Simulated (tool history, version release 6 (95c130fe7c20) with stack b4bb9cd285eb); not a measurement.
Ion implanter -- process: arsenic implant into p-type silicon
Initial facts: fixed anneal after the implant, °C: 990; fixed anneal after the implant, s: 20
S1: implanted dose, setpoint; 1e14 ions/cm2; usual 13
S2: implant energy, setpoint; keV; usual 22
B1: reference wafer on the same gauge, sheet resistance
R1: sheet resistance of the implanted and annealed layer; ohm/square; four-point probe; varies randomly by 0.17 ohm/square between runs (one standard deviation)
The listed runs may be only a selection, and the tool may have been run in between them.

run	hour	S1	S2	B1	R1
1	0	15.7	22	116.96	107.38
2	13.5	13	22	117.01	113.07
3	23.6	13	22	117.05	112.9
4	38.5	13	22	117	112.97
5	49	13	22	117.04	112.69
6	58.5	13	28	116.94	103.14
7	74	13	28	117.07	103.01
# hour 96.4: extraction supply calibrated
8	96.9	13	28	116.99	102.95
9	131.8	13	20	117.06	116.75
10	167.6	13	22	116.95	112.17
11	178.3	13	22	116.98	112.39
12	189.9	13	22	117.06	112.56
13	196.3	13	22	116.97	112.33
14	207.3	13	22	116.94	112.39
15	222.6	15.55	22	117.05	107.49
# hour 233.6: gauge calibrated
16	239.1	13	22	117.04	112.41
17	254.9	10.6	29	116.99	110.59
18	272.9	11.91	24.5	116.97	111.5
19	283.4	15.92	19.5	117	111.75
20	297.2	16.26	27	116.97	97.17
21	304.1	16.46	28.5	117.02	94.84
22	312.4	13	22	117.03	112
23	323.4	15.03	22	116.94	108.02
# hour 344.4: Faraday cup replaced and dose calibrated
24	344.9	14.73	18	116.99	118.2
25	356.9	14.57	16.5	117.05	121.97
26	365.3	11.78	27	116.93	110.02
27	381.4	15.98	29	116.96	96.41
28	389.3	13	22	116.99	114.17
29	405.2	13	17.5	116.98	123.19
30	418.9	13	22	116.98	113.64
31	434	9.21	19.5	116.93	137.27
32	442.3	15.4	28	117.07	98.71
33	458	13	22	117	114.25
34	472.5	13	24.5	116.98	109.56
35	503.6	9.2	15.5	116.96	145.5
36	515.6	11.01	27	116.89	113.26
37	521.8	13	25.5	116.93	107.62

Branching from run 37: 4 alternative next runs. What would each branch give?
A	522.2	13	22	?	?
B	522.2	11.36	16	?	?
C	522.2	10.29	16.5	?	?
D	522.2	9.54	22	?	?

run	B1	R1
A	117.04	113.92
B	117.04	132.68
C	117.04	136.55
D	117.04	130.13
With the hidden condition removed and each run's random variation left untouched, the same runs would have given:
run	R1
A	114.2
B	133.02
C	136.96
D	130.64

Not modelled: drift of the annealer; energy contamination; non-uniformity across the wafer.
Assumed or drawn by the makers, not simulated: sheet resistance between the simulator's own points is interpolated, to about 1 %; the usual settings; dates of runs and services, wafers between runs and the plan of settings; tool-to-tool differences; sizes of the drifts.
